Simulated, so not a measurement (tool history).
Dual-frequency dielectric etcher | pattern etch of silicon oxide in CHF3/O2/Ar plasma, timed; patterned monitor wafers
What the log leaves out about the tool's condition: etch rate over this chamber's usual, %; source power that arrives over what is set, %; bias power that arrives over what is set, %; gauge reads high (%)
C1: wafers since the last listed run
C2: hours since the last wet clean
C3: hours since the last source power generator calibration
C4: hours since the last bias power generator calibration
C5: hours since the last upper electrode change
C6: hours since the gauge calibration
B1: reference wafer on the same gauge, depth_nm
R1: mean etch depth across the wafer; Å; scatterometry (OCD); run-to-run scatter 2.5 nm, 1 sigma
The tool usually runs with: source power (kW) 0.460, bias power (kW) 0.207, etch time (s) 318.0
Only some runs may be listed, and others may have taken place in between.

{"run": 1, "hour": 0.0, "source power (kW)": 0.43, "bias power (kW)": 0.232, "etch time (s)": 318.0, "C1": 0, "C2": 99.2, "C3": 2524.4, "C4": 4372.1, "C5": 2514.8, "C6": 919.5, "B1": 646.5, "R1": 5796}
{"run": 2, "hour": 32.8, "source power (kW)": 0.46, "bias power (kW)": 0.207, "etch time (s)": 318.0, "C1": 177, "C2": 132.0, "C3": 2557.2, "C4": 4404.9, "C5": 2547.6, "C6": 952.3, "B1": 645.8, "R1": 5702}
{"run": 3, "hour": 72.0, "source power (kW)": 0.46, "bias power (kW)": 0.207, "etch time (s)": 318.0, "C1": 212, "C2": 171.2, "C3": 2596.4, "C4": 4444.1, "C5": 2586.8, "C6": 991.5, "B1": 645.9, "R1": 5728}
{"run": 4, "hour": 103.5, "source power (kW)": 0.46, "bias power (kW)": 0.207, "etch time (s)": 318.0, "C1": 170, "C2": 202.7, "C3": 2627.9, "C4": 4475.6, "C5": 2618.3, "C6": 1023.0, "B1": 646.5, "R1": 5654}
{"run": 5, "hour": 137.2, "source power (kW)": 0.46, "bias power (kW)": 0.207, "etch time (s)": 318.0, "C1": 182, "C2": 236.4, "C3": 2661.6, "C4": 4509.3, "C5": 2652.0, "C6": 1056.7, "B1": 646.5, "R1": 5645}
{"run": 6, "hour": 194.3, "source power (kW)": 0.46, "bias power (kW)": 0.207, "etch time (s)": 318.0, "C1": 309, "C2": 293.5, "C3": 2718.7, "C4": 4566.4, "C5": 2709.1, "C6": 1113.8, "B1": 646.2, "R1": 5671}
{"run": 7, "hour": 228.1, "source power (kW)": 0.46, "bias power (kW)": 0.207, "etch time (s)": 318.0, "C1": 183, "C2": 327.3, "C3": 2752.5, "C4": 4600.2, "C5": 2742.9, "C6": 1147.6, "B1": 645.9, "R1": 5656}
{"run": 8, "hour": 278.7, "source power (kW)": 0.46, "bias power (kW)": 0.207, "etch time (s)": 374.0, "C1": 274, "C2": 377.9, "C3": 2803.1, "C4": 4650.8, "C5": 2793.5, "C6": 1198.2, "B1": 646.7, "R1": 6598}
{"run": 9, "hour": 340.5, "source power (kW)": 0.46, "bias power (kW)": 0.207, "etch time (s)": 318.0, "C1": 334, "C2": 439.7, "C3": 2864.9, "C4": 4712.6, "C5": 2855.3, "C6": 1260.0, "B1": 645.4, "R1": 5627}
{"hour": 406.5, "done": "upper electrode replaced"}
{"run": 10, "hour": 407.0, "source power (kW)": 0.46, "bias power (kW)": 0.207, "etch time (s)": 318.0, "C1": 230, "C2": 506.2, "C3": 2931.4, "C4": 4779.1, "C5": 0.5, "C6": 1326.5, "B1": 646.5, "R1": 5576}
{"run": 11, "hour": 437.8, "source power (kW)": 0.46, "bias power (kW)": 0.207, "etch time (s)": 318.0, "C1": 166, "C2": 537.0, "C3": 2962.2, "C4": 4809.9, "C5": 31.3, "C6": 1357.3, "B1": 645.7, "R1": 5595}
{"hour": 462.1, "done": "wet clean of the chamber"}
{"run": 12, "hour": 509.8, "source power (kW)": 0.46, "bias power (kW)": 0.174, "etch time (s)": 318.0, "C1": 260, "C2": 47.7, "C3": 3034.2, "C4": 4881.9, "C5": 103.3, "C6": 1429.3, "B1": 646.5, "R1": 5482}
{"hour": 534.0, "done": "source power generator calibrated"}
{"hour": 567.9, "done": "bias power generator calibrated"}
{"run": 13, "hour": 568.4, "source power (kW)": 0.46, "bias power (kW)": 0.207, "etch time (s)": 318.0, "C1": 274, "C2": 106.3, "C3": 34.4, "C4": 0.5, "C5": 161.9, "C6": 1487.9, "B1": 646.7, "R1": 5746}
{"run": 14, "hour": 610.2, "source power (kW)": 0.46, "bias power (kW)": 0.223, "etch time (s)": 354.5, "C1": 226, "C2": 148.1, "C3": 76.2, "C4": 42.3, "C5": 203.7, "C6": 1529.7, "B1": 645.9, "R1": 6503}
{"run": 15, "hour": 643.7, "source power (kW)": 0.46, "bias power (kW)": 0.207, "etch time (s)": 276.5, "C1": 181, "C2": 181.6, "C3": 109.7, "C4": 75.8, "C5": 237.2, "C6": 1563.2, "B1": 646.0, "R1": 4942}
{"hour": 658.0, "done": "gauge calibrated"}
{"run": 16, "hour": 692.5, "source power (kW)": 0.46, "bias power (kW)": 0.207, "etch time (s)": 318.0, "C1": 264, "C2": 230.4, "C3": 158.5, "C4": 124.6, "C5": 286.0, "C6": 34.5, "B1": 646.0, "R1": 5646}
{"run": 17, "hour": 736.8, "source power (kW)": 0.55, "bias power (kW)": 0.221, "etch time (s)": 408.5, "C1": 240, "C2": 274.7, "C3": 202.8, "C4": 168.9, "C5": 330.3, "C6": 78.8, "B1": 645.7, "R1": 7955}
{"run": 18, "hour": 785.0, "source power (kW)": 0.55, "bias power (kW)": 0.232, "etch time (s)": 241.0, "C1": 261, "C2": 322.9, "C3": 251.0, "C4": 217.1, "C5": 378.5, "C6": 127.0, "B1": 645.5, "R1": 4728}
{"run": 19, "hour": 852.2, "source power (kW)": 0.36, "bias power (kW)": 0.207, "etch time (s)": 379.5, "C1": 364, "C2": 390.1, "C3": 318.2, "C4": 284.3, "C5": 445.7, "C6": 194.2, "B1": 645.8, "R1": 6116}
{"run": 20, "hour": 887.5, "source power (kW)": 0.4, "bias power (kW)": 0.207, "etch time (s)": 388.0, "C1": 191, "C2": 425.4, "C3": 353.5, "C4": 319.6, "C5": 481.0, "C6": 229.5, "B1": 645.9, "R1": 6425}
{"run": 21, "hour": 952.8, "source power (kW)": 0.58, "bias power (kW)": 0.177, "etch time (s)": 275.5, "C1": 353, "C2": 490.7, "C3": 418.8, "C4": 384.9, "C5": 546.3, "C6": 294.8, "B1": 645.4, "R1": 5098}
{"run": 22, "hour": 988.5, "source power (kW)": 0.41, "bias power (kW)": 0.207, "etch time (s)": 380.5, "C1": 193, "C2": 526.4, "C3": 454.5, "C4": 420.6, "C5": 582.0, "C6": 330.5, "B1": 645.2, "R1": 6417}
{"run": 23, "hour": 1024.2, "source power (kW)": 0.52, "bias power (kW)": 0.207, "etch time (s)": 370.5, "C1": 193, "C2": 562.1, "C3": 490.2, "C4": 456.3, "C5": 617.7, "C6": 366.2, "B1": 645.7, "R1": 6832}
{"run": 24, "hour": 1064.2, "source power (kW)": 0.46, "bias power (kW)": 0.207, "etch time (s)": 374.0, "C1": 216, "C2": 602.1, "C3": 530.2, "C4": 496.3, "C5": 657.7, "C6": 406.2, "B1": 645.7, "R1": 6484}
{"run": 25, "hour": 1121.7, "source power (kW)": 0.54, "bias power (kW)": 0.207, "etch time (s)": 239.5, "C1": 311, "C2": 659.6, "C3": 587.7, "C4": 553.8, "C5": 715.2, "C6": 463.7, "B1": 646.1, "R1": 4423}
{"hour": 1179.8, "done": "wet clean of the chamber"}
{"run": 26, "hour": 1190.0, "source power (kW)": 0.36, "bias power (kW)": 0.222, "etch time (s)": 286.5, "C1": 240, "C2": 10.2, "C3": 656.0, "C4": 622.1, "C5": 783.5, "C6": 532.0, "B1": 645.7, "R1": 4862}
{"run": 27, "hour": 1220.4, "source power (kW)": 0.38, "bias power (kW)": 0.235, "etch time (s)": 378.0, "C1": 164, "C2": 40.6, "C3": 686.4, "C4": 652.5, "C5": 813.9, "C6": 562.4, "B1": 646.4, "R1": 6616}
{"run": 28, "hour": 1254.0, "source power (kW)": 0.46, "bias power (kW)": 0.245, "etch time (s)": 351.5, "C1": 182, "C2": 74.2, "C3": 720.0, "C4": 686.1, "C5": 847.5, "C6": 596.0, "B1": 646.4, "R1": 6644}
{"run": 29, "hour": 1321.5, "source power (kW)": 0.56, "bias power (kW)": 0.241, "etch time (s)": 344.5, "C1": 365, "C2": 141.7, "C3": 787.5, "C4": 753.6, "C5": 915.0, "C6": 663.5, "B1": 645.7, "R1": 6998}
{"run": 30, "hour": 1352.8, "source power (kW)": 0.46, "bias power (kW)": 0.207, "etch time (s)": 318.0, "C1": 169, "C2": 173.0, "C3": 818.8, "C4": 784.9, "C5": 946.3, "C6": 694.8, "B1": 646.9, "R1": 5730}

Forecast each of these 4 alternatives for the next run:
{"run": "A", "hour": 1353.3, "source power (kW)": 0.46, "bias power (kW)": 0.207, "etch time (s)": 318.0, "C1": 2, "C2": 173.5, "C3": 819.3, "C4": 785.4, "C5": 946.8, "C6": 695.3, "B1": "?", "R1": "?"}
{"run": "B", "hour": 1353.3, "source power (kW)": 0.46, "bias power (kW)": 0.177, "etch time (s)": 255.0, "C1": 2, "C2": 173.5, "C3": 819.3, "C4": 785.4, "C5": 946.8, "C6": 695.3, "B1": "?", "R1": "?"}
{"run": "C", "hour": 1353.3, "source power (kW)": 0.41, "bias power (kW)": 0.245, "etch time (s)": 318.0, "C1": 2, "C2": 173.5, "C3": 819.3, "C4": 785.4, "C5": 946.8, "C6": 695.3, "B1": "?", "R1": "?"}
{"run": "D", "hour": 1353.3, "source power (kW)": 0.57, "bias power (kW)": 0.249, "etch time (s)": 318.0, "C1": 2, "C2": 173.5, "C3": 819.3, "C4": 785.4, "C5": 946.8, "C6": 695.3, "B1": "?", "R1": "?"}

run=A B1=647.2 R1=5701
run=B B1=647.2 R1=4378
run=C B1=647.2 R1=5737
run=D B1=647.2 R1=6523
Had the tool no hidden state, the same runs would have come out as:
run=A R1=5745
run=B R1=4411
run=C R1=5781
run=D R1=6572
